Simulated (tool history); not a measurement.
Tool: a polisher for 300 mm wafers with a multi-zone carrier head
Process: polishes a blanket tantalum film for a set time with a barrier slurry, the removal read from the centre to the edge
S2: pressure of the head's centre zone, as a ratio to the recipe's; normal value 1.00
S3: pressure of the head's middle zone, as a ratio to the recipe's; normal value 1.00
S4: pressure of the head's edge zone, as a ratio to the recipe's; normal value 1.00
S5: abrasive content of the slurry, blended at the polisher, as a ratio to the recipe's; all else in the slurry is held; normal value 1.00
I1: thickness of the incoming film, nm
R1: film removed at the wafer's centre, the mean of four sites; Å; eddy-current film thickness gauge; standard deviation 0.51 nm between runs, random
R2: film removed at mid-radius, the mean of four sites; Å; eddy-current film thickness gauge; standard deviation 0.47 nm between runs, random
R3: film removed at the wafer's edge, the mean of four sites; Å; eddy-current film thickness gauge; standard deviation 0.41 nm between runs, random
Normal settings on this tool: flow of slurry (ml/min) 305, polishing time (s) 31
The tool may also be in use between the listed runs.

{"run": 1, "hour": 0.0, "flow of slurry (ml/min)": 305, "S2": 1.0, "S3": 1.0, "S4": 1.0, "S5": 1.0, "polishing time (s)": 31, "I1": 231.6, "R1": 362, "R2": 346, "R3": 357}
{"hour": 11.5, "done": "worn pad replaced by a new one"}
{"run": 2, "hour": 42.5, "flow of slurry (ml/min)": 305, "S2": 1.0, "S3": 1.0, "S4": 1.0, "S5": 1.0, "polishing time (s)": 31, "I1": 227.4, "R1": 374, "R2": 355, "R3": 377}
{"hour": 50.4, "done": "edge zone pressure recalibrated"}
{"hour": 53.0, "done": "slurry nozzle cleaned"}
{"run": 3, "hour": 57.4, "flow of slurry (ml/min)": 305, "S2": 1.06, "S3": 1.0, "S4": 1.0, "S5": 1.3, "polishing time (s)": 31, "I1": 231.9, "R1": 461, "R2": 413, "R3": 425}
{"run": 4, "hour": 68.1, "flow of slurry (ml/min)": 305, "S2": 1.0, "S3": 1.0, "S4": 1.0, "S5": 1.0, "polishing time (s)": 31, "I1": 227.1, "R1": 399, "R2": 380, "R3": 380}
{"run": 5, "hour": 78.8, "flow of slurry (ml/min)": 210, "S2": 1.0, "S3": 1.0, "S4": 1.0, "S5": 1.3, "polishing time (s)": 31, "I1": 231.5, "R1": 402, "R2": 389, "R3": 403}
{"run": 6, "hour": 88.6, "flow of slurry (ml/min)": 305, "S2": 0.95, "S3": 0.92, "S4": 1.0, "S5": 1.0, "polishing time (s)": 31, "I1": 230.0, "R1": 373, "R2": 349, "R3": 378}
{"hour": 95.1, "done": "centre zone pressure recalibrated"}
{"run": 7, "hour": 97.5, "flow of slurry (ml/min)": 265, "S2": 0.93, "S3": 1.0, "S4": 1.0, "S5": 1.0, "polishing time (s)": 31, "I1": 230.4, "R1": 352, "R2": 363, "R3": 363}
{"run": 8, "hour": 108.8, "flow of slurry (ml/min)": 265, "S2": 1.0, "S3": 1.0, "S4": 1.0, "S5": 1.25, "polishing time (s)": 31, "I1": 233.7, "R1": 397, "R2": 385, "R3": 390}
{"run": 9, "hour": 122.8, "flow of slurry (ml/min)": 305, "S2": 1.0, "S3": 0.93, "S4": 1.0, "S5": 1.0, "polishing time (s)": 24, "I1": 230.7, "R1": 279, "R2": 249, "R3": 273}
{"hour": 129.4, "done": "worn pad replaced by a new one"}
{"run": 10, "hour": 130.5, "flow of slurry (ml/min)": 375, "S2": 1.0, "S3": 1.0, "S4": 0.91, "S5": 1.15, "polishing time (s)": 26, "I1": 230.7, "R1": 364, "R2": 348, "R3": 331}
{"run": 11, "hour": 147.8, "flow of slurry (ml/min)": 305, "S2": 1.07, "S3": 1.07, "S4": 1.0, "S5": 1.0, "polishing time (s)": 40, "I1": 233.8, "R1": 549, "R2": 525, "R3": 497}
{"hour": 154.8, "done": "carrier head's membrane replaced by a new one"}
{"run": 12, "hour": 159.1, "flow of slurry (ml/min)": 305, "S2": 1.1, "S3": 1.0, "S4": 0.88, "S5": 1.15, "polishing time (s)": 34, "I1": 232.4, "R1": 504, "R2": 436, "R3": 419}
{"run": 13, "hour": 169.4, "flow of slurry (ml/min)": 305, "S2": 1.0, "S3": 1.0, "S4": 1.0, "S5": 1.0, "polishing time (s)": 31, "I1": 227.2, "R1": 389, "R2": 373, "R3": 385}
{"run": 14, "hour": 185.9, "flow of slurry (ml/min)": 305, "S2": 1.0, "S3": 1.0, "S4": 1.0, "S5": 1.0, "polishing time (s)": 36, "I1": 230.3, "R1": 451, "R2": 426, "R3": 438}
{"run": 15, "hour": 199.9, "flow of slurry (ml/min)": 305, "S2": 1.0, "S3": 1.0, "S4": 1.0, "S5": 1.0, "polishing time (s)": 31, "I1": 233.3, "R1": 382, "R2": 362, "R3": 372}
{"run": 16, "hour": 209.9, "flow of slurry (ml/min)": 305, "S2": 1.04, "S3": 1.0, "S4": 1.11, "S5": 1.15, "polishing time (s)": 31, "I1": 229.8, "R1": 421, "R2": 384, "R3": 413}
{"run": 17, "hour": 221.4, "flow of slurry (ml/min)": 275, "S2": 1.0, "S3": 1.0, "S4": 1.05, "S5": 1.0, "polishing time (s)": 31, "I1": 232.8, "R1": 376, "R2": 355, "R3": 369}
{"run": 18, "hour": 230.5, "flow of slurry (ml/min)": 305, "S2": 1.0, "S3": 1.0, "S4": 1.0, "S5": 1.0, "polishing time (s)": 31, "I1": 228.4, "R1": 369, "R2": 347, "R3": 354}
{"hour": 243.0, "done": "worn pad replaced by a new one"}
{"run": 19, "hour": 243.5, "flow of slurry (ml/min)": 305, "S2": 1.08, "S3": 1.0, "S4": 1.06, "S5": 1.0, "polishing time (s)": 31, "I1": 228.5, "R1": 430, "R2": 376, "R3": 398}
{"run": 20, "hour": 248.1, "flow of slurry (ml/min)": 305, "S2": 1.0, "S3": 1.0, "S4": 1.0, "S5": 1.0, "polishing time (s)": 31, "I1": 231.5, "R1": 399, "R2": 383, "R3": 379}
{"run": 21, "hour": 257.5, "flow of slurry (ml/min)": 305, "S2": 1.0, "S3": 0.94, "S4": 0.93, "S5": 0.9, "polishing time (s)": 26, "I1": 229.0, "R1": 318, "R2": 287, "R3": 298}
{"run": 22, "hour": 265.9, "flow of slurry (ml/min)": 305, "S2": 1.0, "S3": 1.0, "S4": 1.0, "S5": 1.0, "polishing time (s)": 31, "I1": 224.5, "R1": 393, "R2": 377, "R3": 377}

What if the next run were any one of these 4? Each begins from the tool's condition after run 22:
{"run": "A", "hour": 266.3, "flow of slurry (ml/min)": 305, "S2": 1.0, "S3": 1.0, "S4": 1.0, "S5": 1.25, "polishing time (s)": 31, "I1": 230.7, "R1": "?", "R2": "?", "R3": "?"}
{"run": "B", "hour": 266.3, "flow of slurry (ml/min)": 305, "S2": 1.0, "S3": 1.0, "S4": 1.0, "S5": 1.15, "polishing time (s)": 26, "I1": 230.7, "R1": "?", "R2": "?", "R3": "?"}
{"run": "C", "hour": 266.3, "flow of slurry (ml/min)": 305, "S2": 1.0, "S3": 1.0, "S4": 1.0, "S5": 1.15, "polishing time (s)": 31, "I1": 230.7, "R1": "?", "R2": "?", "R3": "?"}
{"run": "D", "hour": 266.3, "flow of slurry (ml/min)": 305, "S2": 1.1, "S3": 1.0, "S4": 0.97, "S5": 0.85, "polishing time (s)": 27, "I1": 230.7, "R1": "?", "R2": "?", "R3": "?"}

run=A R1=422 R2=403 R3=418
run=B R1=345 R2=330 R3=342
run=C R1=411 R2=393 R3=408
run=D R1=351 R2=305 R3=312
With no hidden state in the tool, these same runs would have given:
run=A R1=436 R2=416 R3=430
run=B R1=356 R2=340 R3=351
run=C R1=425 R2=406 R3=419
run=D R1=363 R2=315 R3=320
